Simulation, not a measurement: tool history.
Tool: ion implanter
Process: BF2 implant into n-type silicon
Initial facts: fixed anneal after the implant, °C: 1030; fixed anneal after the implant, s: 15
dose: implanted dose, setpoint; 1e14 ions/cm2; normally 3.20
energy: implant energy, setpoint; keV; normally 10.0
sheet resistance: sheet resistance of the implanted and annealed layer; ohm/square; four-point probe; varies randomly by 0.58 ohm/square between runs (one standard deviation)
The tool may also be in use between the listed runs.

run   hour  dose  energy  wafers since the last listed run  hours since the last dose calibration  hours since the extraction supply was calibrated  hours since the gauge calibration  read-back reference wafer on the same gauge, sheet resistance  sheet resistance
  1    0.0  3.91    10.0                                 0                                  264.2                                            2211.2                               87.7                                                         349.10            333.93
  2   14.3  3.20    10.0                               253                                  278.5                                            2225.5                              102.0                                                         348.98            383.48
  3   47.3  3.20    10.0                               586                                  311.5                                            2258.5                              135.0                                                         349.05            383.00
  4  139.5  3.20    10.0                              1637                                  403.7                                            2350.7                              227.2                                                         349.11            382.65
  5  157.8  3.20    10.0                               325                                  422.0                                            2369.0                              245.5                                                         349.03            382.80
  6  191.9  3.20    10.0                               605                                  456.1                                            2403.1                              279.6                                                         349.01            382.04
  7  224.4  3.20    10.0                               577                                  488.6                                            2435.6                              312.1                                                         349.02            382.45
  8  250.7  2.81     9.0                               467                                  514.9                                            2461.9                              338.4                                                         348.97            428.53
  9  299.5  2.81     9.0                               866                                  563.7                                            2510.7                              387.2                                                         349.01            429.04
 10  318.2  3.20    10.0                               332                                  582.4                                            2529.4                              405.9                                                         349.12            381.94
 11  339.5  3.20    10.0                               378                                  603.7                                            2550.7                              427.2                                                         348.93            381.76
 12  364.7  3.20    10.0                               447                                  628.9                                            2575.9                              452.4                                                         349.09            382.25
 13  379.3  2.69     7.5                               259                                  643.5                                            2590.5                              467.0                                                         349.06            459.55
 14  410.7  2.69     7.5                               557                                  674.9                                            2621.9                              498.4                                                         349.06            460.34
     441.7  -- extraction supply calibrated
 15  442.2  3.20    10.0                               417                                  706.4                                               0.5                              529.9                                                         349.07            382.42
 16  471.4  3.20    10.0                               518                                  735.6                                              29.7                              559.1                                                         348.89            381.58
 17  496.8  3.20    10.0                               451                                  761.0                                              55.1                              584.5                                                         348.89            380.46
 18  519.8  3.20    10.0                               408                                  784.0                                              78.1                              607.5                                                         349.08            381.51
 19  555.7  3.01    10.0                               637                                  819.9                                             114.0                              643.4                                                         348.94            397.92
     566.6  -- Faraday cup replaced and dose calibrated
 20  587.6  2.27    13.5                               424                                   21.0                                             145.9                              675.3                                                         349.05            486.59
 21  615.1  4.16     8.5                               488                                   48.5                                             173.4                              702.8                                                         348.98            336.00
 22  642.2  3.20    10.0                               481                                   75.6                                             200.5                              729.9                                                         348.94            384.93
 23  696.8  2.88     9.0                               969                                  130.2                                             255.1                              784.5                                                         348.99            423.89
 24  721.4  3.48    10.0                               436                                  154.8                                             279.7                              809.1                                                         349.07            362.64
 25  743.0  3.20    10.0                               383                                  176.4                                             301.3                              830.7                                                         349.11            384.18
 26  757.6  3.59    12.5                               259                                  191.0                                             315.9                              845.3                                                         348.93            339.60
 27  778.1  2.95    10.0                               364                                  211.5                                             336.4                              865.8                                                         349.02            408.82

Expected results for the next run?
     802.7  -- gauge calibrated
 28  811.8  3.20    10.0                               598                                  245.2                                             370.1                                9.1                                                              ?                 ?

Run 28 produced read-back reference wafer on the same gauge, sheet resistance 349.13, sheet resistance 384.62 ohm/square.
Minus the tool's unlogged condition, the same run would have read sheet resistance 385.98 ohm/square.

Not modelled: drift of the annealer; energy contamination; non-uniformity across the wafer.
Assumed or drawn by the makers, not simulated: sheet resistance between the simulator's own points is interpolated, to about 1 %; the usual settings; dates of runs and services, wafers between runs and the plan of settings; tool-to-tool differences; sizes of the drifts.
